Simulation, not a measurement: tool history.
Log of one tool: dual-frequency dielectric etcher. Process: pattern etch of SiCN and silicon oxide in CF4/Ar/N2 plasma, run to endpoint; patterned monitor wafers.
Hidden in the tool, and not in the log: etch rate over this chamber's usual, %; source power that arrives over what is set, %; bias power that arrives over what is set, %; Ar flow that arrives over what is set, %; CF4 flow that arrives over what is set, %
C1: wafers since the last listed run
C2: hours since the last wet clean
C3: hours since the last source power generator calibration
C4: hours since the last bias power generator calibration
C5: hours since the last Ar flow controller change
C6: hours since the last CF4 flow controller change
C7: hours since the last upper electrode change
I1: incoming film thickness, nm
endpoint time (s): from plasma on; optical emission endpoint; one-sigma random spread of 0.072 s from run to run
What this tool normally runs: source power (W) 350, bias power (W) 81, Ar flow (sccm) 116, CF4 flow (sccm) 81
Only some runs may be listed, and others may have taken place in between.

{"run": 1, "hour": 0.0, "source power (W)": 350, "bias power (W)": 81, "Ar flow (sccm)": 116, "CF4 flow (sccm)": 81, "C1": 0, "C2": 19.7, "C3": 2568, "C4": 2829.7, "C5": 3586.7, "C6": 3491.8, "C7": 4947.5, "I1": 14.05, "endpoint time (s)": 20.2}
{"run": 2, "hour": 31.4, "source power (W)": 350, "bias power (W)": 81, "Ar flow (sccm)": 116, "CF4 flow (sccm)": 81, "C1": 370, "C2": 51.1, "C3": 2599.4, "C4": 2861.1, "C5": 3618.1, "C6": 3523.2, "C7": 4978.9, "I1": 14.1, "endpoint time (s)": 20.1}
{"run": 3, "hour": 81.3, "source power (W)": 350, "bias power (W)": 81, "Ar flow (sccm)": 123, "CF4 flow (sccm)": 81, "C1": 588, "C2": 101, "C3": 2649.3, "C4": 2911, "C5": 3668, "C6": 3573.1, "C7": 5028.8, "I1": 14.13, "endpoint time (s)": 20.4}
{"run": 4, "hour": 227.8, "source power (W)": 350, "bias power (W)": 81, "Ar flow (sccm)": 123, "CF4 flow (sccm)": 81, "C1": 1728, "C2": 247.5, "C3": 2795.8, "C4": 3057.5, "C5": 3814.5, "C6": 3719.6, "C7": 5175.3, "I1": 13.89, "endpoint time (s)": 20.1}
{"run": 5, "hour": 286.7, "source power (W)": 350, "bias power (W)": 81, "Ar flow (sccm)": 123, "CF4 flow (sccm)": 81, "C1": 694, "C2": 306.4, "C3": 2854.7, "C4": 3116.4, "C5": 3873.4, "C6": 3778.5, "C7": 5234.2, "I1": 13.97, "endpoint time (s)": 20.2}
{"run": 6, "hour": 325.3, "source power (W)": 350, "bias power (W)": 81, "Ar flow (sccm)": 116, "CF4 flow (sccm)": 81, "C1": 455, "C2": 345, "C3": 2893.3, "C4": 3155, "C5": 3912, "C6": 3817.1, "C7": 5272.8, "I1": 14.22, "endpoint time (s)": 20.2}
{"run": 7, "hour": 415.6, "source power (W)": 350, "bias power (W)": 81, "Ar flow (sccm)": 116, "CF4 flow (sccm)": 81, "C1": 1065, "C2": 435.3, "C3": 2983.6, "C4": 3245.3, "C5": 4002.3, "C6": 3907.4, "C7": 5363.1, "I1": 14.22, "endpoint time (s)": 20.2}
{"hour": 431.0, "done": "CF4 flow controller replaced"}
{"hour": 447.3, "done": "wet clean of the chamber"}
{"run": 8, "hour": 475.9, "source power (W)": 350, "bias power (W)": 81, "Ar flow (sccm)": 116, "CF4 flow (sccm)": 81, "C1": 447, "C2": 28.6, "C3": 3043.9, "C4": 3305.6, "C5": 4062.6, "C6": 44.9, "C7": 5423.4, "I1": 14.15, "endpoint time (s)": 20}
{"run": 9, "hour": 547.2, "source power (W)": 350, "bias power (W)": 81, "Ar flow (sccm)": 116, "CF4 flow (sccm)": 81, "C1": 841, "C2": 99.9, "C3": 3115.2, "C4": 3376.9, "C5": 4133.9, "C6": 116.2, "C7": 5494.7, "I1": 14.12, "endpoint time (s)": 20.1}
{"hour": 575.2, "done": "bias power generator calibrated"}
{"run": 10, "hour": 586.5, "source power (W)": 350, "bias power (W)": 81, "Ar flow (sccm)": 116, "CF4 flow (sccm)": 81, "C1": 416, "C2": 139.2, "C3": 3154.5, "C4": 11.3, "C5": 4173.2, "C6": 155.5, "C7": 5534, "I1": 14.09, "endpoint time (s)": 19.8}
{"run": 11, "hour": 612.1, "source power (W)": 350, "bias power (W)": 81, "Ar flow (sccm)": 116, "CF4 flow (sccm)": 81, "C1": 301, "C2": 164.8, "C3": 3180.1, "C4": 36.9, "C5": 4198.8, "C6": 181.1, "C7": 5559.6, "I1": 14.11, "endpoint time (s)": 19.9}
{"run": 12, "hour": 640.9, "source power (W)": 290, "bias power (W)": 70, "Ar flow (sccm)": 116, "CF4 flow (sccm)": 69, "C1": 339, "C2": 193.6, "C3": 3208.9, "C4": 65.7, "C5": 4227.6, "C6": 209.9, "C7": 5588.4, "I1": 13.9, "endpoint time (s)": 26.6}
{"run": 13, "hour": 697.0, "source power (W)": 290, "bias power (W)": 81, "Ar flow (sccm)": 102, "CF4 flow (sccm)": 63, "C1": 661, "C2": 249.7, "C3": 3265, "C4": 121.8, "C5": 4283.7, "C6": 266, "C7": 5644.5, "I1": 14.09, "endpoint time (s)": 24.4}
{"hour": 722.7, "done": "Ar flow controller replaced"}
{"hour": 781.3, "done": "source power generator calibrated"}
{"hour": 853.3, "done": "upper electrode replaced"}
{"run": 14, "hour": 879.3, "source power (W)": 320, "bias power (W)": 81, "Ar flow (sccm)": 102, "CF4 flow (sccm)": 81, "C1": 1749, "C2": 432, "C3": 98, "C4": 304.1, "C5": 156.6, "C6": 448.3, "C7": 26, "I1": 13.99, "endpoint time (s)": 22.3}
{"run": 15, "hour": 904.1, "source power (W)": 410, "bias power (W)": 94, "Ar flow (sccm)": 100, "CF4 flow (sccm)": 64, "C1": 292, "C2": 456.8, "C3": 122.8, "C4": 328.9, "C5": 181.4, "C6": 473.1, "C7": 50.8, "I1": 13.97, "endpoint time (s)": 16}
{"hour": 935.8, "done": "wet clean of the chamber"}
{"run": 16, "hour": 972.2, "source power (W)": 330, "bias power (W)": 90, "Ar flow (sccm)": 116, "CF4 flow (sccm)": 68, "C1": 520, "C2": 36.4, "C3": 190.9, "C4": 397, "C5": 249.5, "C6": 541.2, "C7": 118.9, "I1": 14, "endpoint time (s)": 21.4}
{"run": 17, "hour": 1031.1, "source power (W)": 440, "bias power (W)": 95, "Ar flow (sccm)": 116, "CF4 flow (sccm)": 81, "C1": 694, "C2": 95.3, "C3": 249.8, "C4": 455.9, "C5": 308.4, "C6": 600.1, "C7": 177.8, "I1": 14.1, "endpoint time (s)": 15.1}
{"run": 18, "hour": 1088.8, "source power (W)": 330, "bias power (W)": 81, "Ar flow (sccm)": 136, "CF4 flow (sccm)": 81, "C1": 680, "C2": 153, "C3": 307.5, "C4": 513.6, "C5": 366.1, "C6": 657.8, "C7": 235.5, "I1": 14.02, "endpoint time (s)": 23}
{"run": 19, "hour": 1152.6, "source power (W)": 350, "bias power (W)": 81, "Ar flow (sccm)": 141, "CF4 flow (sccm)": 100, "C1": 752, "C2": 216.8, "C3": 371.3, "C4": 577.4, "C5": 429.9, "C6": 721.6, "C7": 299.3, "I1": 13.93, "endpoint time (s)": 20.9}
{"run": 20, "hour": 1198.7, "source power (W)": 350, "bias power (W)": 81, "Ar flow (sccm)": 116, "CF4 flow (sccm)": 81, "C1": 543, "C2": 262.9, "C3": 417.4, "C4": 623.5, "C5": 476, "C6": 767.7, "C7": 345.4, "I1": 13.96, "endpoint time (s)": 20.7}
{"run": 21, "hour": 1242.3, "source power (W)": 400, "bias power (W)": 62, "Ar flow (sccm)": 116, "CF4 flow (sccm)": 91, "C1": 514, "C2": 306.5, "C3": 461, "C4": 667.1, "C5": 519.6, "C6": 811.3, "C7": 389, "I1": 14.11, "endpoint time (s)": 20.5}
{"run": 22, "hour": 1266.7, "source power (W)": 350, "bias power (W)": 81, "Ar flow (sccm)": 116, "CF4 flow (sccm)": 81, "C1": 287, "C2": 330.9, "C3": 485.4, "C4": 691.5, "C5": 544, "C6": 835.7, "C7": 413.4, "I1": 13.9, "endpoint time (s)": 20.5}
{"run": 23, "hour": 1296.8, "source power (W)": 350, "bias power (W)": 81, "Ar flow (sccm)": 116, "CF4 flow (sccm)": 81, "C1": 355, "C2": 361, "C3": 515.5, "C4": 721.6, "C5": 574.1, "C6": 865.8, "C7": 443.5, "I1": 14.09, "endpoint time (s)": 20.9}

How the hidden state differs across the entries between the runs, from the last listed run before each to the first after it:
Runs 7 to 8: CF4 flow controller replaced (hour 431); wet clean of the chamber (hour 447.3)
  source power that arrives over what is set, %: 4.31 -> 4.4
  measured value less the no-hidden-state value, endpoint time (s): -0.9 -> -0.9
Runs 9 to 10: bias power generator calibrated (hour 575.2)
  source power that arrives over what is set, %: 4.51 -> 4.57
  measured value less the no-hidden-state value, endpoint time (s): -1 -> -1
Runs 13 to 14: Ar flow controller replaced (hour 722.7); source power generator calibrated (hour 781.3); upper electrode replaced (hour 853.3)
  source power that arrives over what is set, %: 4.74 -> 0.0459
  measured value less the no-hidden-state value, endpoint time (s): -1.2 -> +0
Runs 15 to 16: wet clean of the chamber (hour 935.8)
  source power that arrives over what is set, %: 0.0838 -> 0.188
  measured value less the no-hidden-state value, endpoint time (s): +0 -> -0.1
